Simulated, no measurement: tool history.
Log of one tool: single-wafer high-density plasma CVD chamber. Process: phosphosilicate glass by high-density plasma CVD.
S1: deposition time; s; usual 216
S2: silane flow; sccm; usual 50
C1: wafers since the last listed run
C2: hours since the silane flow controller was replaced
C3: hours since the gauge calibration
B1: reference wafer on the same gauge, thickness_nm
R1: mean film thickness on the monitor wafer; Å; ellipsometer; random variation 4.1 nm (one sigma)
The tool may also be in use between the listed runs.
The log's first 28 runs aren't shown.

run,hour,S1,S2,C1,C2,C3,B1,R1
29,1891.6,257,50,636,1188.2,1105.9,1050.921,12379.69
30,1948.9,184,46,645,1245.5,1163.2,1048.890,8511.23
31,2012.5,237,53,716,1309.1,1226.8,1050.694,11825.59
32,2063.3,197,40,572,1359.9,1277.6,1049.731,8509.71
33,2088.4,216,50,282,1385.0,1302.7,1049.350,10419.03
34,2123.3,243,59,393,1419.9,1337.6,1049.444,12792.88
35,2150.3,216,50,304,1446.9,1364.6,1050.655,10408.39
36,2197.7,194,50,533,1494.3,1412.0,1050.940,9366.90
37,2244.8,183,47,530,1541.4,1459.1,1050.948,8511.67
38,2277.9,192,41,372,1574.5,1492.2,1050.137,8408.17
39,2307.4,216,50,332,1604.0,1521.7,1049.268,10330.70

5 ways to go on from here, each from the tool as it stands after run 39. What would each give?
A,2307.9,216,50,5,1604.5,1522.2,?,?
B,2307.9,175,47,5,1604.5,1522.2,?,?
C,2307.9,190,42,5,1604.5,1522.2,?,?
D,2307.9,183,50,5,1604.5,1522.2,?,?
E,2307.9,196,53,5,1604.5,1522.2,?,?

run,B1,R1
A,1050.709,10314.73
B,1050.709,8098.87
C,1050.709,8326.25
D,1050.709,8738.87
E,1050.709,9648.59
Without the tool's hidden state the same runs would have given:
run,R1
A,10428.21
B,8187.97
C,8417.86
D,8835.02
E,9754.75
